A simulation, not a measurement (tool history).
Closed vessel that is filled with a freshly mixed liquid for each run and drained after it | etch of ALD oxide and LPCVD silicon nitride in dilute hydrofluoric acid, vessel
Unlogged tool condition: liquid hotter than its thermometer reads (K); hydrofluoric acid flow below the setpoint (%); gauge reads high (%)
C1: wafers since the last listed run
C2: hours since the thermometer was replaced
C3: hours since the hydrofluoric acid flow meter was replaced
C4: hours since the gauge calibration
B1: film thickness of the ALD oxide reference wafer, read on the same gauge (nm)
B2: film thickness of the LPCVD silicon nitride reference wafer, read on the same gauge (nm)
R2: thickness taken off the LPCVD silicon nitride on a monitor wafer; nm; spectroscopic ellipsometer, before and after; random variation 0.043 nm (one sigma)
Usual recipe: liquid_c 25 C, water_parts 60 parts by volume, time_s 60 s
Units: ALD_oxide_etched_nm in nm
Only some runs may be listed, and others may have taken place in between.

{"run": 1, "hour": 0.0, "liquid_c": 25, "water_parts": 50, "time_s": 60, "C1": 0, "C2": 614, "C3": 1285.8, "C4": 285.4, "B1": 49.99, "B2": 70.01, "ALD_oxide_etched_nm": 17.58, "R2": 0.743}
{"run": 2, "hour": 35.6, "liquid_c": 25, "water_parts": 60, "time_s": 60, "C1": 2303, "C2": 649.6, "C3": 1321.4, "C4": 321, "B1": 50, "B2": 69.99, "ALD_oxide_etched_nm": 14.51, "R2": 0.513}
{"run": 3, "hour": 86.7, "liquid_c": 25, "water_parts": 60, "time_s": 60, "C1": 3307, "C2": 700.7, "C3": 1372.5, "C4": 372.1, "B1": 50.01, "B2": 69.958, "ALD_oxide_etched_nm": 14.56, "R2": 0.582}
{"run": 4, "hour": 136.3, "liquid_c": 25, "water_parts": 60, "time_s": 60, "C1": 3209, "C2": 750.3, "C3": 1422.1, "C4": 421.7, "B1": 50.01, "B2": 69.97, "ALD_oxide_etched_nm": 14.41, "R2": 0.562}
{"run": 5, "hour": 262.4, "liquid_c": 25, "water_parts": 60, "time_s": 60, "C1": 8160, "C2": 876.4, "C3": 1548.2, "C4": 547.8, "B1": 49.98, "B2": 70.042, "ALD_oxide_etched_nm": 14.37, "R2": 0.608}
{"run": 6, "hour": 327.4, "liquid_c": 25, "water_parts": 60, "time_s": 60, "C1": 4206, "C2": 941.4, "C3": 1613.2, "C4": 612.8, "B1": 50, "B2": 70.012, "ALD_oxide_etched_nm": 14.32, "R2": 0.609}
{"run": 7, "hour": 383.5, "liquid_c": 25, "water_parts": 60, "time_s": 60, "C1": 3630, "C2": 997.5, "C3": 1669.3, "C4": 668.9, "B1": 50.01, "B2": 69.962, "ALD_oxide_etched_nm": 14.41, "R2": 0.588}
{"run": 8, "hour": 419.9, "liquid_c": 25, "water_parts": 70, "time_s": 60, "C1": 2355, "C2": 1033.9, "C3": 1705.7, "C4": 705.3, "B1": 50, "B2": 70.004, "ALD_oxide_etched_nm": 12.1, "R2": 0.483}
{"run": 9, "hour": 491.9, "liquid_c": 22, "water_parts": 60, "time_s": 60, "C1": 4659, "C2": 1105.9, "C3": 1777.7, "C4": 777.3, "B1": 50.03, "B2": 69.975, "ALD_oxide_etched_nm": 12.71, "R2": 0.444}
{"run": 10, "hour": 554.2, "liquid_c": 22, "water_parts": 60, "time_s": 60, "C1": 4031, "C2": 1168.2, "C3": 1840, "C4": 839.6, "B1": 50.01, "B2": 70.032, "ALD_oxide_etched_nm": 12.59, "R2": 0.438}
{"run": 11, "hour": 587.6, "liquid_c": 25, "water_parts": 60, "time_s": 30, "C1": 2161, "C2": 1201.6, "C3": 1873.4, "C4": 873, "B1": 50, "B2": 69.994, "ALD_oxide_etched_nm": 7.12, "R2": 0.285}
{"run": 12, "hour": 635.6, "liquid_c": 25, "water_parts": 60, "time_s": 60, "C1": 3106, "C2": 1249.6, "C3": 1921.4, "C4": 921, "B1": 50.01, "B2": 70.031, "ALD_oxide_etched_nm": 14.31, "R2": 0.6}
{"run": 13, "hour": 670.0, "liquid_c": 25, "water_parts": 60, "time_s": 40, "C1": 2226, "C2": 1284, "C3": 1955.8, "C4": 955.4, "B1": 50, "B2": 70.032, "ALD_oxide_etched_nm": 9.47, "R2": 0.391}
{"hour": 733.8, "done": "gauge calibrated"}
{"hour": 785.5, "done": "thermometer replaced"}
{"hour": 871.9, "done": "hydrofluoric acid flow meter replaced"}
{"run": 14, "hour": 882.6, "liquid_c": 25, "water_parts": 60, "time_s": 60, "C1": 13629, "C2": 97.1, "C3": 10.7, "C4": 148.8, "B1": 50, "B2": 69.979, "ALD_oxide_etched_nm": 15.01, "R2": 0.62}
{"run": 15, "hour": 924.9, "liquid_c": 23.5, "water_parts": 40, "time_s": 75, "C1": 2737, "C2": 139.4, "C3": 53, "C4": 191.1, "B1": 50, "B2": 70.032, "ALD_oxide_etched_nm": 26.98, "R2": 0.871}
{"run": 16, "hour": 949.7, "liquid_c": 22, "water_parts": 70, "time_s": 80, "C1": 1604, "C2": 164.2, "C3": 77.8, "C4": 215.9, "B1": 50, "B2": 69.938, "ALD_oxide_etched_nm": 14.87, "R2": 0.474}
{"run": 17, "hour": 984.2, "liquid_c": 25, "water_parts": 85, "time_s": 60, "C1": 2232, "C2": 198.7, "C3": 112.3, "C4": 250.4, "B1": 49.99, "B2": 69.97, "ALD_oxide_etched_nm": 10.21, "R2": 0.424}
{"run": 18, "hour": 1010.7, "liquid_c": 25, "water_parts": 60, "time_s": 75, "C1": 1714, "C2": 225.2, "C3": 138.8, "C4": 276.9, "B1": 50, "B2": 69.973, "ALD_oxide_etched_nm": 18.5, "R2": 0.751}
{"run": 19, "hour": 1055.5, "liquid_c": 25, "water_parts": 50, "time_s": 70, "C1": 2899, "C2": 270, "C3": 183.6, "C4": 321.7, "B1": 50.01, "B2": 70.012, "ALD_oxide_etched_nm": 21.09, "R2": 0.814}
{"run": 20, "hour": 1089.9, "liquid_c": 25, "water_parts": 60, "time_s": 60, "C1": 2226, "C2": 304.4, "C3": 218, "C4": 356.1, "B1": 49.99, "B2": 70.008, "ALD_oxide_etched_nm": 14.89, "R2": 0.612}
{"run": 21, "hour": 1161.2, "liquid_c": 27.5, "water_parts": 35, "time_s": 60, "C1": 4614, "C2": 375.7, "C3": 289.3, "C4": 427.4, "B1": 50, "B2": 69.98, "ALD_oxide_etched_nm": 29.15, "R2": 1.08}

Alternative continuations, all from the tool just after run 21; predict every row:
{"run": "A", "hour": 1161.9, "liquid_c": 25, "water_parts": 30, "time_s": 60, "C1": 45, "C2": 376.4, "C3": 290, "C4": 428.1, "B1": "?", "B2": "?", "ALD_oxide_etched_nm": "?", "R2": "?"}
{"run": "B", "hour": 1161.9, "liquid_c": 22, "water_parts": 60, "time_s": 30, "C1": 45, "C2": 376.4, "C3": 290, "C4": 428.1, "B1": "?", "B2": "?", "ALD_oxide_etched_nm": "?", "R2": "?"}
{"run": "C", "hour": 1161.9, "liquid_c": 22.5, "water_parts": 45, "time_s": 70, "C1": 45, "C2": 376.4, "C3": 290, "C4": 428.1, "B1": "?", "B2": "?", "ALD_oxide_etched_nm": "?", "R2": "?"}
{"run": "D", "hour": 1161.9, "liquid_c": 22.5, "water_parts": 70, "time_s": 30, "C1": 45, "C2": 376.4, "C3": 290, "C4": 428.1, "B1": "?", "B2": "?", "ALD_oxide_etched_nm": "?", "R2": "?"}
{"run": "E", "hour": 1161.9, "liquid_c": 23.5, "water_parts": 60, "time_s": 30, "C1": 45, "C2": 376.4, "C3": 290, "C4": 428.1, "B1": "?", "B2": "?", "ALD_oxide_etched_nm": "?", "R2": "?"}

run=A B1=49.99 B2=69.981 ALD_oxide_etched_nm=30.91 R2=1.206
run=B B1=49.99 B2=69.981 ALD_oxide_etched_nm=6.56 R2=0.25
run=C B1=49.99 B2=69.981 ALD_oxide_etched_nm=21.24 R2=0.8
run=D B1=49.99 B2=69.981 ALD_oxide_etched_nm=5.67 R2=0.223
run=E B1=49.99 B2=69.981 ALD_oxide_etched_nm=6.98 R2=0.277
Take away the tool's hidden state, keep each run's random variation, and the runs would have read:
run=A ALD_oxide_etched_nm=31.16 R2=1.214
run=B ALD_oxide_etched_nm=6.61 R2=0.252
run=C ALD_oxide_etched_nm=21.41 R2=0.806
run=D ALD_oxide_etched_nm=5.71 R2=0.224
run=E ALD_oxide_etched_nm=7.03 R2=0.279
